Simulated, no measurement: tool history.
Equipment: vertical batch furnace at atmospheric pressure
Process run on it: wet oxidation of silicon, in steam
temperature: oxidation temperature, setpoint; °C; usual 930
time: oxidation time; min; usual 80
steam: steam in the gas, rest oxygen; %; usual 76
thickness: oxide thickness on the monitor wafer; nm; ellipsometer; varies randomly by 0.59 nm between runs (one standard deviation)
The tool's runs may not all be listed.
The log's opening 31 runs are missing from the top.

run,hour,temperature,time,steam,"read-back reference wafer on the same gauge, thickness",thickness
32,433.8,930,80,76,226.05,230.25
33,450.4,930,80,76,225.91,229.75
34,465.1,921,80,76,225.99,209.27
35,503.5,930,80,76,226.02,229.51
36,520.8,952,80,76,226.06,285.39
37,534.9,930,80,76,226,228.48
38,546.2,930,80,72,226.07,219.13
39,553.8,906,80,64,226.01,149.69

Here are 3 independent what-if runs from the current tool condition. What would each one return?
A,558.9,930,80,82,?,?
B,558.9,922,80,76,?,?
C,558.9,930,108,76,?,?

run,"read-back reference wafer on the same gauge, thickness",thickness
A,226,243.73
B,226,210.35
C,226,292.43
Take away the tool's hidden state, keep each run's random variation, and the runs would have read:
run,thickness
A,247.11
B,213.34
C,296.38
